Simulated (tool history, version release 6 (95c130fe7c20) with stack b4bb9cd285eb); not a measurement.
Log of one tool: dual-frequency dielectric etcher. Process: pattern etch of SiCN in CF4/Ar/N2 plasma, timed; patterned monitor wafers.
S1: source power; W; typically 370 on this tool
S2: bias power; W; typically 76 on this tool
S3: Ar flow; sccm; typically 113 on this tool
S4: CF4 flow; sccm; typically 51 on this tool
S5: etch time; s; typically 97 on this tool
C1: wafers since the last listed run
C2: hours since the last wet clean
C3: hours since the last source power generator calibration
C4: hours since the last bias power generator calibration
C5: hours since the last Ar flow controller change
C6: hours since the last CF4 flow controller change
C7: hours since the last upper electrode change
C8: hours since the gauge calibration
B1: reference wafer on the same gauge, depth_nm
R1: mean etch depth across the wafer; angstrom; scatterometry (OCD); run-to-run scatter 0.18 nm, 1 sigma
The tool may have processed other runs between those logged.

run    hour   S1  S2   S3  S4     S5    C1     C2      C3      C4      C5      C6      C7      C8    B1   R1
  1       0  370  76  135  56     97     0    0.5  5233.4   706.6  3902.1  3309.8  4745.9     962  58.2  729
        8.9  -- CF4 flow controller replaced
  2    47.4  430  76  130  51     97   465   47.9  5280.8     754  3949.5    38.5  4793.3  1009.4  58.2  821
  3     151  430  76  130  51     97  1164  151.5  5384.4   857.6  4053.1   142.1  4896.9    1113  58.2  814
  4   196.4  370  76  113  51     97   510  196.9  5429.8     903  4098.5   187.5  4942.3  1158.4  58.2  747
  5   231.4  370  76  113  51     97   393  231.9  5464.8     938  4133.5   222.5  4977.3  1193.4  58.2  747
      265.8  -- source power generator calibrated
  6     291  370  76  113  51     97   625  291.5    25.2   997.6  4193.1   282.1  5036.9    1253  58.2  723
      326.6  -- upper electrode replaced
  7   327.1  450  76  113  51     97   136  327.6    61.3  1033.7  4229.2   318.2     0.5  1289.1  58.2  847
  8   380.8  370  70  113  63     97   603  381.3     115  1087.4  4282.9   371.9    54.2  1342.8  58.2  727
  9   424.4  370  76  113  51     83   490  424.9   158.6    1131  4326.5   415.5    97.8  1386.4  58.2  620
      478.5  -- wet clean of the chamber
 10     479  370  76  113  51     97   343    0.5   213.2  1185.6  4381.1   470.1   152.4    1441  58.2  728
      510.6  -- Ar flow controller replaced
 11   531.3  370  76   94  51     97   520   52.8   265.5  1237.9    20.7   522.4   204.7  1493.3  58.1  762
      532.2  -- gauge calibrated
 12   586.6  370  76  113  51   79.5   621  108.1   320.8  1293.2      76   577.7     260    54.4  58.2  595
 13   623.7  370  76  113  54     97   417  145.2   357.9  1330.3   113.1   614.8   297.1    91.5  58.2  731
 14     657  390  76  113  51    116   374  178.5   391.2  1363.6   146.4   648.1   330.4   124.8  58.2  907
 15     724  370  76  135  46     97   753  245.5   458.2  1430.6   213.4   715.1   397.4   191.8  58.2  684
      740.5  -- bias power generator calibrated
 16   749.5  370  76  113  51     97   241    271   483.7       9   238.9   740.6   422.9   217.3  58.2  732
 17   799.2  370  76  113  63     97   558  320.7   533.4    58.7   288.6   790.3   472.6     267  58.2  757
 18     864  330  76  113  45     82   728  385.5   598.2   123.5   353.4   855.1   537.4   331.8  58.2  558
 19   928.7  370  76  104  51  111.5   727  450.2   662.9   188.2   418.1   919.8   602.1   396.5  58.1  861
        961  -- wet clean of the chamber
 20     975  370  89  113  51     97   250     14   709.2   234.5   464.4   966.1   648.4   442.8  58.2  779
 21  1036.7  320  60  134  51     97   693   75.7   770.9   296.2   526.1  1027.8   710.1   504.5  58.2  584
 22  1085.4  350  76  137  51    106   547  124.4   819.6   344.9   574.8  1076.5   758.8   553.2  58.2  734

Hidden state at the last listed run before each entry between runs and at the first one after, where it differs:
Between runs 1 and 2: CF4 flow controller replaced (hour 8.9)
  bias power that arrives over what is set, %: -0.992 -> -1.08
  measured minus no-state result, R1: +29 -> +33 angstrom
Between runs 5 and 6: source power generator calibrated (hour 265.8)
  source power that arrives over what is set, %: 5.67 -> 1.43; bias power that arrives over what is set, %: -1.49 -> -1.65
  measured minus no-state result, R1: +29 -> +4 angstrom
Between runs 6 and 7: upper electrode replaced (hour 326.6)
  source power that arrives over what is set, %: 1.43 -> 1.55; bias power that arrives over what is set, %: -1.65 -> -1.74
  measured minus no-state result, R1: +4 -> +6 angstrom
Between runs 9 and 10: wet clean of the chamber (hour 478.5)
  source power that arrives over what is set, %: 1.84 -> 2; bias power that arrives over what is set, %: -2.02 -> -2.19
  measured minus no-state result, R1: +5 -> +6 angstrom
Between runs 10 and 11: Ar flow controller replaced (hour 510.6)
  source power that arrives over what is set, %: 2 -> 2.14; bias power that arrives over what is set, %: -2.19 -> -2.36
  measured minus no-state result, R1: +6 -> +8 angstrom
Between runs 11 and 12: gauge calibrated (hour 532.2)
  source power that arrives over what is set, %: 2.14 -> 2.29; bias power that arrives over what is set, %: -2.36 -> -2.54
  measured minus no-state result, R1: +8 -> +6 angstrom
Between runs 15 and 16: bias power generator calibrated (hour 740.5)
  source power that arrives over what is set, %: 2.64 -> 2.7; bias power that arrives over what is set, %: -3.04 -> -0.238
  measured minus no-state result, R1: +7 -> +15 angstrom
Between runs 19 and 20: wet clean of the chamber (hour 961)
  source power that arrives over what is set, %: 3.1 -> 3.2; bias power that arrives over what is set, %: -0.284 -> -0.31
  measured minus no-state result, R1: +20 -> +19 angstrom
